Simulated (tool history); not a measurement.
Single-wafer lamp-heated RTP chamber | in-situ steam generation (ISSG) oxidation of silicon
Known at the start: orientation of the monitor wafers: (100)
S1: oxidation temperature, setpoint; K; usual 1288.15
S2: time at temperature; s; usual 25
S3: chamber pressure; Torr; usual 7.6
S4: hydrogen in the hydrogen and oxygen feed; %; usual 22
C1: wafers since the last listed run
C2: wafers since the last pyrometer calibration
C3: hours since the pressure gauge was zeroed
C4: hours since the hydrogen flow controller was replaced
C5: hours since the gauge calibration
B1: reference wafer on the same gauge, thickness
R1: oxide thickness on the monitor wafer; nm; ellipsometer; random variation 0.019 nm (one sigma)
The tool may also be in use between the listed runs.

run	day	S1	S2	S3	S4	C1	C2	C3	C4	C5	B1	R1
1	0.000	1288.15	25	7.6	22	0	5710	2827.5	5347.0	1958.0	6.854	6.928
2	2.371	1288.15	25	7.6	22	690	6401	2884.4	5403.9	2014.9	6.855	6.920
3	5.225	1288.15	25	7.6	22	831	7232	2952.9	5472.4	2083.4	6.852	6.876
4	7.017	1288.15	25	7.6	22	521	7754	2995.9	5515.4	2126.4	6.849	6.924
5	16.892	1288.15	25	7.6	22	2876	10630	3232.9	5752.4	2363.4	6.850	6.931
6	18.758	1288.15	25	7.6	22	543	11174	3277.7	5797.2	2408.2	6.856	6.918
# day 22.929: gauge calibrated
7	23.167	1288.15	25	7.6	22	1284	12458	3383.5	5903.0	5.7	6.853	6.930
# day 26.375: pyrometer window cleaned and pyrometer calibrated, repeated, since the last time left the tool worse
8	26.396	1288.15	22	7.6	22	843	6	3461.0	5980.5	83.2	6.849	6.114
9	28.462	1288.15	15	7.6	18	601	607	3510.6	6030.1	132.8	6.853	4.847
# day 29.433: hydrogen flow controller replaced
10	32.179	1304.15	19	7.6	22	985	1593	3599.8	65.9	222.0	6.860	6.189
11	36.504	1298.15	25	9.0	31	1259	2853	3703.6	169.7	325.8	6.839	7.430
12	39.021	1288.15	25	7.6	22	733	3586	3764.0	230.1	386.2	6.849	6.636
13	43.312	1288.15	15	6.9	15	1250	4836	3867.0	333.1	489.2	6.845	4.672
14	44.904	1288.15	25	9.1	26	463	5300	3905.2	371.3	527.4	6.850	6.800
15	49.154	1298.15	20	8.0	28	1237	6538	4007.2	473.3	629.4	6.856	6.605
16	53.233	1304.15	16	8.8	22	1188	7726	4105.1	571.2	727.3	6.857	5.752
# day 56.921: pressure gauge zeroed
17	57.292	1305.15	20	8.4	13	1085	8811	8.9	668.6	824.7	6.851	5.758
18	61.683	1288.15	25	6.9	16	1279	10090	114.3	774.0	930.1	6.856	6.119
19	64.804	1288.15	17	7.6	22	909	10999	189.2	848.9	1005.0	6.854	5.525
# day 66.058: pyrometer window cleaned and pyrometer calibrated
20	67.467	1288.15	17	8.6	22	678	410	253.1	912.8	1068.9	6.853	5.411
21	69.325	1276.15	25	8.2	22	541	951	297.7	957.4	1113.5	6.854	6.197
22	72.146	1307.15	25	7.6	22	821	1773	365.4	1025.1	1181.2	6.855	7.251
23	73.779	1288.15	25	7.6	22	475	2249	404.6	1064.3	1220.4	6.847	6.597
24	77.821	1282.15	29	7.6	22	1177	3426	501.6	1161.3	1317.4	6.849	6.955
25	79.504	1288.15	25	7.6	22	490	3916	542.0	1201.7	1357.8	6.848	6.608
26	82.779	1288.15	25	7.6	22	953	4870	620.6	1280.3	1436.4	6.848	6.652
27	85.208	1288.15	25	7.6	30	707	5578	678.9	1338.6	1494.7	6.853	7.219
28	88.308	1288.15	25	7.6	22	902	6481	753.3	1413.0	1569.1	6.850	6.679
29	98.325	1288.15	30	7.6	16	2917	9398	993.7	1653.4	1809.5	6.840	6.867
30	100.767	1307.15	18	6.9	28	711	10110	1052.3	1712.0	1868.1	6.845	6.563
# day 102.308: pyrometer window cleaned and pyrometer calibrated
31	113.129	1288.15	32	6.9	22	3503	3152	1349.0	2008.7	2164.8	6.855	7.413

Some steps in R1 between neighbouring runs. How much of each would the tool show without its hidden state too (settings, what came in, random variation), and how much is left for the hidden state, with any gauge scatter that isn't in both results?
The hidden state here: true wafer temperature minus pyrometer reading, K; true pressure minus gauge reading, Torr; deviation of the hydrogen flow from its setpoint, %; gauge reads high (%).
Run 7 -> 8: S2 25 -> 22, pyrometer window cleaned and pyrometer calibrated, repeated, since the last time left the tool worse. R1 -0.816 nm: hidden state -0.416, all else -0.400.
Run 9 -> 10: S1 1288.15 -> 1304.15, S2 15 -> 19, S4 18 -> 22, hydrogen flow controller replaced. R1 +1.342 nm: hidden state +0.043, all else +1.299.
Run 12 -> 13: S2 25 -> 15, S3 7.6 -> 6.9, S4 22 -> 15. R1 -1.964 nm: hidden state -0.032, all else -1.932.
Run 13 -> 14: S2 15 -> 25, S3 6.9 -> 9.1, S4 15 -> 26. R1 +2.128 nm: hidden state +0.057, all else +2.071.
Run 19 -> 20: S3 7.6 -> 8.6, pyrometer window cleaned and pyrometer calibrated. R1 -0.114 nm: hidden state -0.083, all else -0.031.
Run 30 -> 31: S1 1307.15 -> 1288.15, S2 18 -> 32, S4 28 -> 22, pyrometer window cleaned and pyrometer calibrated. R1 +0.850 nm: hidden state -0.077, all else +0.927.

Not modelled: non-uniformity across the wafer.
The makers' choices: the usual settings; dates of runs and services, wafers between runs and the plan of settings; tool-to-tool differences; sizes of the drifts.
